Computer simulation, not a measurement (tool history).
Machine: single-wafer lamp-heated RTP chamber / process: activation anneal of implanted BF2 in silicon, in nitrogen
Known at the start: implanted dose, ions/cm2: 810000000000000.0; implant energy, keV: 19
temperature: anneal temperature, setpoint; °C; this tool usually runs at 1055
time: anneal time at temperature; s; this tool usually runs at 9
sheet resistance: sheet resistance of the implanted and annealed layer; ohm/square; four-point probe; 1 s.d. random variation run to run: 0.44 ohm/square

run	hour	temperature	time	read-back reference wafer on the same gauge, sheet resistance	sheet resistance
1	0	1055	9	181.86	182.26
2	12.7	1064	9	182.17	178.28
3	29.1	1064	9	182.17	178
4	49.9	1055	9	182.01	181.39
5	76.3	1055	9	181.99	181.27
6	110.4	1055	9	181.82	181.08
7	126.6	1055	9	181.81	181.79
8	149.9	1055	9	182.12	180.52
9	230.1	1071	5	181.69	180.66
10	245.2	1071	5	181.95	180.18
11	277.2	1032	12	182.02	189.12
12	291.2	1067	11	181.92	171.64
# hour 317.4: pyrometer window cleaned and pyrometer calibrated
# hour 336.1: reflector plate cleaned
13	338.4	1055	9	182.09	183.23
# hour 342.7: gauge calibrated
14	355.9	1055	9	181.89	183.58
15	383.6	1026	4	182.09	220.15
16	410.2	1068	6	182.22	182.76
17	428.9	1033	8	181.91	199.51
18	456.6	1055	6	182.13	188.54
19	487	1047	14	182.21	179.1
20	517	1071	5	182.01	181.67
21	530.2	1081	8	182.13	171.2

Branching from run 21: 3 alternative next runs. What would each branch give?
A	530.6	1025	9	?	?
B	530.6	1037	13	?	?
C	530.6	1069	9	?	?

run	read-back reference wafer on the same gauge, sheet resistance	sheet resistance
A	182.26	203.35
B	182.26	186.32
C	182.26	174.68
Take away the tool's hidden state, keep each run's random variation, and the runs would have read:
run	sheet resistance
A	207.9
B	189.95
C	176.77
